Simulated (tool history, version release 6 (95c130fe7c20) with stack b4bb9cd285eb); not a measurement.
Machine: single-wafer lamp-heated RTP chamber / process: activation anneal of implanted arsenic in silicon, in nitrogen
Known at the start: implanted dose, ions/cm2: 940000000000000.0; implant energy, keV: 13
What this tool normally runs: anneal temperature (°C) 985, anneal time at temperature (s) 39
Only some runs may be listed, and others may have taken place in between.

run   hour  anneal temperature (°C)  anneal time at temperature (s)  read-back reference wafer on the same gauge, sheet resistance  sheet resistance of the implanted and annealed layer (ohm/square)
  1    0.0                      985                              39                                                         165.00                                                             143.30
  2   18.7                      985                              39                                                         164.80                                                             143.53
  3   47.8                      985                              39                                                         165.04                                                             143.45
  4   75.7                      985                              39                                                         165.02                                                             142.72
  5   99.4                      985                              39                                                         165.06                                                             142.23
  6  121.8                      985                              39                                                         165.11                                                             142.84
  7  143.3                      985                              39                                                         164.93                                                             141.94
  8  176.0                      985                              39                                                         164.87                                                             142.72
  9  200.9                      985                              39                                                         165.00                                                             141.88
 10  233.2                      985                              39                                                         165.10                                                             142.09
 11  256.1                      985                              39                                                         164.95                                                             141.27
 12  286.6                      985                              39                                                         165.12                                                             141.35
     298.5  -- pyrometer window cleaned and pyrometer calibrated
 13  308.7                      985                              39                                                         164.87                                                             141.05
 14  328.4                      985                              39                                                         165.03                                                             140.68
 15  349.4                      985                              39                                                         164.84                                                             141.03
     369.4  -- reflector plate cleaned
 16  369.9                      985                              39                                                         165.05                                                             145.07
 17  396.3                     1008                              20                                                         164.90                                                             146.12
 18  428.2                      957                              58                                                         165.08                                                             155.65
 19  450.5                      999                              60                                                         165.02                                                             130.71
     516.7  -- gauge calibrated
 20  525.3                      985                              39                                                         165.08                                                             146.29
 21  548.5                     1002                              16                                                         164.90                                                             152.99
     560.7  -- pyrometer window cleaned and pyrometer calibrated
 22  579.7                      975                              39                                                         165.00                                                             152.05
 23  599.3                      969                              17                                                         165.03                                                             169.56
 24  634.9                      985                              39                                                         165.12                                                             145.96
 25  657.4                      957                              57                                                         164.96                                                             155.55
 26  675.3                      958                              46                                                         165.01                                                             159.23
 27  690.5                      985                              61                                                         164.88                                                             136.06

How would selected steps in sheet resistance of the implanted and annealed layer (ohm/square) from run to run divide? Give the signed amount a tool lacking its hidden state would still show from settings, what came in and random variation, and the signed amount left for the hidden state, including any gauge scatter that is not in both of the compared results.
The hidden state here: true wafer temperature minus pyrometer reading, K; wafer temperature error from the tarnished reflector plate, K; gauge reads high (%).
Run 7 -> 8: no setting touched and nothing written in the log between the runs. sheet resistance of the implanted and annealed layer (ohm/square) +0.78: hidden state -0.25, all else +1.03.
Run 15 -> 16: reflector plate cleaned. sheet resistance of the implanted and annealed layer (ohm/square) +4.04: hidden state +5.19, all else -1.15.
Run 18 -> 19: anneal temperature (°C) 957 -> 999, anneal time at temperature (s) 58 -> 60. sheet resistance of the implanted and annealed layer (ohm/square) -24.94: hidden state +0.15, all else -25.09.
Run 23 -> 24: anneal temperature (°C) 969 -> 985, anneal time at temperature (s) 17 -> 39. sheet resistance of the implanted and annealed layer (ohm/square) -23.60: hidden state -0.13, all else -23.47.
